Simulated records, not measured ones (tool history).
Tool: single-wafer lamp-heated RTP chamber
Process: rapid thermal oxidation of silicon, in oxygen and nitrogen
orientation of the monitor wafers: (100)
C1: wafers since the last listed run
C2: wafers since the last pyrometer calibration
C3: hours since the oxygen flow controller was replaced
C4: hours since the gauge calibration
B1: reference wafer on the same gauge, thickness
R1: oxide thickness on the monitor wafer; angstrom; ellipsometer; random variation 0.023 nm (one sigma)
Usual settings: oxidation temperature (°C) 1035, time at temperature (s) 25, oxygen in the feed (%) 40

Run 1, day 0.000: usual settings but oxidation temperature (°C) 1020, time at temperature (s) 18; C1 0; C2 39; C3 3102.1; C4 2787.8; B1 3.718. Result: R1 33.76 angstrom.
Run 2, day 1.592: usual settings but oxidation temperature (°C) 1020, time at temperature (s) 18; C1 447; C2 486; C3 3140.3; C4 2826.0; B1 3.724. Result: R1 33.59 angstrom.
Run 3, day 3.121: usual settings but oxidation temperature (°C) 1046; C1 429; C2 916; C3 3177.0; C4 2862.7; B1 3.716. Result: R1 44.53 angstrom.
Run 4, day 4.788: usual settings but oxidation temperature (°C) 1046; C1 468; C2 1384; C3 3217.0; C4 2902.7; B1 3.718. Result: R1 44.57 angstrom.
Run 5, day 7.817: usual settings but oxidation temperature (°C) 1046; C1 851; C2 2235; C3 3289.7; C4 2975.4; B1 3.715. Result: R1 44.83 angstrom.
Run 6, day 9.892: usual settings but oxidation temperature (°C) 1013; C1 582; C2 2818; C3 3339.5; C4 3025.2; B1 3.729. Result: R1 36.95 angstrom.
Run 7, day 13.392: usual settings but oxidation temperature (°C) 1013; C1 983; C2 3801; C3 3423.5; C4 3109.2; B1 3.709. Result: R1 37.38 angstrom.
Run 8, day 17.092: usual settings but oxidation temperature (°C) 1045; C1 1039; C2 4841; C3 3512.3; C4 3198.0; B1 3.718. Result: R1 45.45 angstrom.
Run 9, day 25.271: usual settings but oxidation temperature (°C) 1045; C1 2297; C2 7139; C3 3708.6; C4 3394.3; B1 3.718. Result: R1 46.39 angstrom.
Run 10, day 29.471: usual settings; C1 1179; C2 8319; C3 3809.4; C4 3495.1; B1 3.725. Result: R1 43.81 angstrom.
Run 11, day 31.612: usual settings but time at temperature (s) 28; C1 601; C2 8921; C3 3860.8; C4 3546.5; B1 3.715. Result: R1 45.87 angstrom.
At day 34.054: pyrometer window cleaned and pyrometer calibrated.
Run 12, day 34.667: usual settings; C1 764; C2 171; C3 3934.1; C4 3619.8; B1 3.708. Result: R1 41.59 angstrom.
Run 13, day 36.525: usual settings; C1 522; C2 693; C3 3978.7; C4 3664.4; B1 3.725. Result: R1 42.10 angstrom.
Run 14, day 39.021: usual settings; C1 701; C2 1395; C3 4038.6; C4 3724.3; B1 3.720. Result: R1 41.98 angstrom.
Run 15, day 43.158: usual settings; C1 1162; C2 2557; C3 4137.9; C4 3823.6; B1 3.731. Result: R1 42.06 angstrom.
Run 16, day 45.225: usual settings but oxygen in the feed (%) 56; C1 580; C2 3138; C3 4187.5; C4 3873.2; B1 3.719. Result: R1 47.28 angstrom.
At day 46.475: gauge calibrated.
Run 17, day 47.079: usual settings but time at temperature (s) 34; C1 520; C2 3659; C3 4232.0; C4 14.5; B1 3.717. Result: R1 47.95 angstrom.
Run 18, day 49.000: usual settings but oxidation temperature (°C) 1023, time at temperature (s) 17, oxygen in the feed (%) 30; C1 539; C2 4198; C3 4278.1; C4 60.6; B1 3.718. Result: R1 32.30 angstrom.
Run 19, day 51.767: usual settings but time at temperature (s) 37, oxygen in the feed (%) 49; C1 777; C2 4976; C3 4344.5; C4 127.0; B1 3.715. Result: R1 53.64 angstrom.
Run 20, day 58.125: usual settings; C1 1786; C2 6762; C3 4497.1; C4 279.6; B1 3.729. Result: R1 43.85 angstrom.
Run 21, day 61.371: usual settings but oxidation temperature (°C) 1060; C1 911; C2 7674; C3 4575.0; C4 357.5; B1 3.713. Result: R1 51.33 angstrom.
Run 22, day 65.788: usual settings; C1 1240; C2 8915; C3 4681.0; C4 463.5; B1 3.710. Result: R1 44.62 angstrom.
Run 23, day 68.696: usual settings but oxidation temperature (°C) 1013; C1 817; C2 9732; C3 4750.8; C4 533.3; B1 3.722. Result: R1 38.31 angstrom.
At day 69.192: pyrometer window cleaned and pyrometer calibrated.
Run 24, day 71.517: usual settings; C1 698; C2 652; C3 4818.5; C4 601.0; B1 3.723. Result: R1 41.79 angstrom.
Run 25, day 75.300: usual settings but oxidation temperature (°C) 1062, oxygen in the feed (%) 23; C1 1062; C2 1715; C3 4909.3; C4 691.8; B1 3.723. Result: R1 41.47 angstrom.
Run 26, day 77.225: usual settings but time at temperature (s) 30, oxygen in the feed (%) 20; C1 540; C2 2256; C3 4955.5; C4 738.0; B1 3.711. Result: R1 37.32 angstrom.
Run 27, day 78.858: usual settings but oxidation temperature (°C) 1060; C1 458; C2 2715; C3 4994.7; C4 777.2; B1 3.729. Result: R1 50.16 angstrom.
Run 28, day 87.767: usual settings but oxidation temperature (°C) 1062; C1 2502; C2 5218; C3 5208.5; C4 991.0; B1 3.714. Result: R1 51.29 angstrom.
At day 93.442: oxygen flow controller replaced.
At day 96.142: pyrometer window cleaned and pyrometer calibrated.
Run 29, day 98.596: usual settings; C1 2855; C2 689; C3 123.7; C4 1250.9; B1 3.720. Result: R1 41.91 angstrom.
Run 30, day 101.821: usual settings; C1 906; C2 1595; C3 201.1; C4 1328.3; B1 3.726. Result: R1 41.81 angstrom.
Run 31, day 103.812: usual settings but time at temperature (s) 37, oxygen in the feed (%) 49; C1 559; C2 2154; C3 248.9; C4 1376.1; B1 3.728. Result: R1 52.64 angstrom.
Run 32, day 106.071: usual settings but oxidation temperature (°C) 1043, time at temperature (s) 34; C1 634; C2 2789; C3 303.1; C4 1430.3; B1 3.720. Result: R1 50.42 angstrom.
Run 33, day 110.404: usual settings but oxygen in the feed (%) 19; C1 1217; C2 4006; C3 407.1; C4 1534.3; B1 3.725. Result: R1 34.81 angstrom.
Run 34, day 113.862: usual settings but time at temperature (s) 14; C1 971; C2 4978; C3 490.1; C4 1617.3; B1 3.716. Result: R1 34.92 angstrom.
Run 35, day 115.696: usual settings but oxidation temperature (°C) 1062; C1 515; C2 5493; C3 534.1; C4 1661.3; B1 3.708. Result: R1 51.47 angstrom.
Run 36, day 117.804: usual settings but oxidation temperature (°C) 1045, time at temperature (s) 19; C1 592; C2 6085; C3 584.7; C4 1711.9; B1 3.721. Result: R1 41.48 angstrom.
Run 37, day 122.233: usual settings but oxidation temperature (°C) 1013, time at temperature (s) 34; C1 1244; C2 7330; C3 691.0; C4 1818.2; B1 3.715. Result: R1 42.90 angstrom.
Run 38, day 126.671: usual settings but oxygen in the feed (%) 21; C1 1246; C2 8576; C3 797.5; C4 1924.7; B1 3.707. Result: R1 36.34 angstrom.
Run 39, day 129.971: usual settings but time at temperature (s) 22, oxygen in the feed (%) 56; C1 927; C2 9504; C3 876.7; C4 2003.9; B1 3.723. Result: R1 47.37 angstrom.

Some steps in R1 between neighbouring runs. How much of each would the tool show without its hidden state too (settings, what came in, random variation), and how much is left for the hidden state, with any gauge scatter that isn't in both results?
The hidden state here: true wafer temperature minus pyrometer reading, K; deviation of the oxygen flow from its setpoint, %; gauge reads high (%).
Run 11 -> 12: time at temperature (s) 28 -> 25, pyrometer window cleaned and pyrometer calibrated. R1 -4.28 angstrom: hidden state -2.67, all else -1.61.
Run 17 -> 18: oxidation temperature (°C) 1035 -> 1023, time at temperature (s) 34 -> 17, oxygen in the feed (%) 40 -> 30. R1 -15.65 angstrom: hidden state -0.60, all else -15.05.
Run 18 -> 19: oxidation temperature (°C) 1023 -> 1035, time at temperature (s) 17 -> 37, oxygen in the feed (%) 30 -> 49. R1 +21.34 angstrom: hidden state +1.33, all else +20.01.
Run 23 -> 24: oxidation temperature (°C) 1013 -> 1035, pyrometer window cleaned and pyrometer calibrated. R1 +3.48 angstrom: hidden state -1.87, all else +5.35.
Run 28 -> 29: oxidation temperature (°C) 1062 -> 1035, oxygen flow controller replaced, pyrometer window cleaned and pyrometer calibrated. R1 -9.38 angstrom: hidden state -1.99, all else -7.39.
Run 34 -> 35: oxidation temperature (°C) 1035 -> 1062, time at temperature (s) 14 -> 25. R1 +16.55 angstrom: hidden state +1.05, all else +15.50.
